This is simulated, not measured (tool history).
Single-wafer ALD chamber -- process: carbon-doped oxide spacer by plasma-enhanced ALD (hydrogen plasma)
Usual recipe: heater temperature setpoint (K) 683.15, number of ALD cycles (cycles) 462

run,hour,heater temperature setpoint (K),number of ALD cycles (cycles),"read-back reference wafer on the same gauge, thickness_nm",mean film thickness on the monitor wafer (Å)
1,0.0,683.15,462,19.508,204.88
2,36.2,683.15,462,19.504,203.99
3,72.2,683.15,462,19.487,204.43
4,248.6,683.15,462,19.498,204.72
5,339.7,683.15,462,19.498,203.92
6,384.2,683.15,462,19.503,204.00
7,437.6,683.15,462,19.501,204.56
8,533.0,683.15,462,19.528,205.15
9,582.0,683.15,462,19.512,203.86
10,646.8,683.15,462,19.470,204.42
11,720.6,683.15,462,19.498,204.54
12,812.0,683.15,462,19.494,204.24
13,852.2,673.15,462,19.490,210.39
14,937.9,673.15,462,19.504,210.62
# hour 950.7: thermocouple changed; heater temperature recalibrated
15,988.4,673.15,462,19.486,212.11
16,1093.7,683.15,462,19.500,205.76
17,1190.4,683.15,462,19.485,205.36
18,1267.7,674.15,462,19.494,211.50
19,1358.7,676.15,422,19.486,192.31
20,1409.4,696.15,541,19.508,229.86
21,1451.2,698.15,505,19.509,212.71
22,1510.3,675.15,490,19.510,222.37
# hour 1518.3: gauge calibrated
23,1601.8,697.15,426,19.497,179.99
24,1683.0,693.15,428,19.530,183.71
25,1719.4,676.15,547,19.511,248.48
26,1782.6,693.15,462,19.490,199.09
27,1839.2,683.15,462,19.508,206.05
28,1936.2,689.15,509,19.492,221.88
29,2109.1,692.15,502,19.495,215.35
30,2419.1,683.15,462,19.511,204.58
31,2524.6,683.15,415,19.519,183.64
32,2571.2,671.15,536,19.488,245.87
33,2643.7,683.15,462,19.519,202.87
34,2689.9,687.15,508,19.499,220.27
# hour 2702.7: thermocouple changed; heater temperature recalibrated
35,2733.3,689.15,497,19.507,216.99

Forecast each of these 3 alternatives for the next run:
A,2734.4,683.15,462,?,?
B,2734.4,678.15,492,?,?
C,2734.4,670.15,412,?,?

run,"read-back reference wafer on the same gauge, thickness_nm",mean film thickness on the monitor wafer (Å)
A,19.501,205.68
B,19.501,222.59
C,19.501,189.05
Take away the tool's hidden state, keep each run's random variation, and the runs would have read:
run,mean film thickness on the monitor wafer (Å)
A,205.64
B,222.54
C,189.05

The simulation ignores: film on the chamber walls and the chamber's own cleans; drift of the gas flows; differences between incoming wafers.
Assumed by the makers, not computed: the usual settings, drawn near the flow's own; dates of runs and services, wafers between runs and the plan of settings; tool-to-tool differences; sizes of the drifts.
